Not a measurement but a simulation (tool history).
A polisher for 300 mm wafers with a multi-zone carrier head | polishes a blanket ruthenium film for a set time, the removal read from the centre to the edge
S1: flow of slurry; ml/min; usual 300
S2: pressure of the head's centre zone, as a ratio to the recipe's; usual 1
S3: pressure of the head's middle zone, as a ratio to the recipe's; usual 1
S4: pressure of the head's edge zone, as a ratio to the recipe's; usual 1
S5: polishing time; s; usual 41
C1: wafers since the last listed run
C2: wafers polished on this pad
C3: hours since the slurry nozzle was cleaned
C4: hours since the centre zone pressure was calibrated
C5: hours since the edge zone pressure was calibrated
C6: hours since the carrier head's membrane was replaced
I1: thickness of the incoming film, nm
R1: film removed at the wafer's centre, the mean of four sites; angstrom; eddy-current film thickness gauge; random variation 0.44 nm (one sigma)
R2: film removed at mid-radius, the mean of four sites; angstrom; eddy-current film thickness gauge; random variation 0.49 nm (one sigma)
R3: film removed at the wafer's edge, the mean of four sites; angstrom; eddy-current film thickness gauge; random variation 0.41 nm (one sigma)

Run 1, hour 0: usual settings; C1 0; C2 1954; C3 674.3; C4 762.4; C5 491.5; C6 354.8; I1 510.6. Result: R1 426 angstrom, R2 408 angstrom, R3 402 angstrom.
At hour 10.1: worn pad replaced by a new one.
At hour 44.5: centre zone pressure recalibrated.
Run 2, hour 49.4: usual settings; C1 309; C2 266; C3 723.7; C4 4.9; C5 540.9; C6 404.2; I1 527.3. Result: R1 408 angstrom, R2 401 angstrom, R3 402 angstrom.
At hour 110.5: slurry nozzle cleaned.
Run 3, hour 155.2: usual settings; C1 748; C2 1014; C3 44.7; C4 110.7; C5 646.7; C6 510; I1 509.5. Result: R1 412 angstrom, R2 411 angstrom, R3 396 angstrom.
At hour 236: edge zone pressure recalibrated.
Run 4, hour 244.5: usual settings; C1 623; C2 1638; C3 134; C4 200; C5 8.5; C6 599.3; I1 518.6. Result: R1 403 angstrom, R2 411 angstrom, R3 406 angstrom.
Run 5, hour 295.6: usual settings but S2 0.96, S5 32 s; C1 364; C2 2003; C3 185.1; C4 251.1; C5 59.6; C6 650.4; I1 522.6. Result: R1 305 angstrom, R2 321 angstrom, R3 312 angstrom.
At hour 304.9: worn pad replaced by a new one.
At hour 585.9: worn pad replaced by a new one.
Run 6, hour 596.4: usual settings but S2 0.96, S5 32 s; C1 2091; C2 74; C3 485.9; C4 551.9; C5 360.4; C6 951.2; I1 512.7. Result: R1 318 angstrom, R2 320 angstrom, R3 308 angstrom.
Run 7, hour 676.7: usual settings but S2 0.96, S5 32 s; C1 573; C2 648; C3 566.2; C4 632.2; C5 440.7; C6 1031.5; I1 527.2. Result: R1 311 angstrom, R2 317 angstrom, R3 316 angstrom.
Run 8, hour 733.6: usual settings but S2 1.04, S4 0.94; C1 406; C2 1054; C3 623.1; C4 689.1; C5 497.6; C6 1088.4; I1 512.5. Result: R1 441 angstrom, R2 401 angstrom, R3 395 angstrom.
At hour 759: centre zone pressure recalibrated.
At hour 798.5: slurry nozzle cleaned.
Run 9, hour 801: usual settings but S2 1.04, S4 0.94; C1 459; C2 1514; C3 2.5; C4 42; C5 565; C6 1155.8; I1 520. Result: R1 429 angstrom, R2 406 angstrom, R3 388 angstrom.
Run 10, hour 838.8: usual settings but S2 1.08; C1 269; C2 1784; C3 40.3; C4 79.8; C5 602.8; C6 1193.6; I1 516.8. Result: R1 436 angstrom, R2 414 angstrom, R3 398 angstrom.
At hour 850.2: carrier head's membrane replaced by a new one.
Run 11, hour 888.8: usual settings but S1 260 ml/min, S2 1.07; C1 321; C2 2106; C3 90.3; C4 129.8; C5 652.8; C6 38.6; I1 518.8. Result: R1 437 angstrom, R2 404 angstrom, R3 397 angstrom.
At hour 893: worn pad replaced by a new one.
Run 12, hour 951: usual settings but S3 0.96, S5 52 s; C1 415; C2 414; C3 152.5; C4 192; C5 715; C6 100.8; I1 518.3. Result: R1 524 angstrom, R2 492 angstrom, R3 514 angstrom.
At hour 990.1: edge zone pressure recalibrated.
Run 13, hour 993.4: usual settings but S3 0.94, S4 0.96; C1 288; C2 702; C3 194.9; C4 234.4; C5 3.3; C6 143.2; I1 527.3. Result: R1 421 angstrom, R2 389 angstrom, R3 392 angstrom.
Run 14, hour 1046.9: usual settings but S4 1.1, S5 50 s; C1 382; C2 1084; C3 248.4; C4 287.9; C5 56.8; C6 196.7; I1 521.3. Result: R1 499 angstrom, R2 500 angstrom, R3 518 angstrom.
Run 15, hour 1119.7: usual settings; C1 519; C2 1604; C3 321.2; C4 360.7; C5 129.6; C6 269.5; I1 510.8. Result: R1 414 angstrom, R2 415 angstrom, R3 407 angstrom.
Run 16, hour 1165.7: usual settings but S1 345 ml/min, S2 0.89, S3 1.03, S4 0.91; C1 328; C2 1933; C3 367.2; C4 406.7; C5 175.6; C6 315.5; I1 518.5. Result: R1 379 angstrom, R2 425 angstrom, R3 389 angstrom.
At hour 1243: worn pad replaced by a new one.
Run 17, hour 1243.5: usual settings but S3 0.95; C1 527; C2 3; C3 445; C4 484.5; C5 253.4; C6 393.3; I1 523.8. Result: R1 410 angstrom, R2 387 angstrom, R3 403 angstrom.
Run 18, hour 1318.9: usual settings but S1 240 ml/min; C1 538; C2 542; C3 520.4; C4 559.9; C5 328.8; C6 468.7; I1 530. Result: R1 413 angstrom, R2 402 angstrom, R3 400 angstrom.
Run 19, hour 1382.2: usual settings; C1 452; C2 994; C3 583.7; C4 623.2; C5 392.1; C6 532; I1 525. Result: R1 415 angstrom, R2 406 angstrom, R3 404 angstrom.
Run 20, hour 1431.3: usual settings but S3 0.92, S4 0.94, S5 49 s; C1 350; C2 1344; C3 632.8; C4 672.3; C5 441.2; C6 581.1; I1 514.2. Result: R1 507 angstrom, R2 453 angstrom, R3 471 angstrom.
Run 21, hour 1514.6: usual settings but S4 1.05; C1 594; C2 1939; C3 716.1; C4 755.6; C5 524.5; C6 664.4; I1 517.1. Result: R1 424 angstrom, R2 403 angstrom, R3 418 angstrom.
At hour 1559.8: slurry nozzle cleaned.
Run 22, hour 1575.6: usual settings; C1 428; C2 2368; C3 15.8; C4 816.6; C5 585.5; C6 725.4; I1 515.8. Result: R1 432 angstrom, R2 402 angstrom, R3 402 angstrom.

Forecast each of these 4 alternatives for the next run:
Run A, hour 1576: usual settings but S1 210 ml/min; C1 2; C2 2371; C3 16.2; C4 817; C5 585.9; C6 725.8; I1 511.4. Result: R1 ?, R2 ?, R3 ?.
Run B, hour 1576: usual settings but S1 215 ml/min, S2 0.89, S4 0.94; C1 2; C2 2371; C3 16.2; C4 817; C5 585.9; C6 725.8; I1 511.4. Result: R1 ?, R2 ?, R3 ?.
Run C, hour 1576: usual settings but S1 370 ml/min, S2 0.93, S4 0.89, S5 51 s; C1 2; C2 2371; C3 16.2; C4 817; C5 585.9; C6 725.8; I1 511.4. Result: R1 ?, R2 ?, R3 ?.
Run D, hour 1576: usual settings but S1 205 ml/min, S2 1.05; C1 2; C2 2371; C3 16.2; C4 817; C5 585.9; C6 725.8; I1 511.4. Result: R1 ?, R2 ?, R3 ?.

run   R1   R2   R3
  A  412  407  387
  B  367  408  376
  C  501  530  471
  D  431  406  386
Without the tool's hidden state the same runs would have given:
run   R1   R2   R3
  A  395  407  387
  B  352  408  376
  C  481  530  471
  D  414  406  386
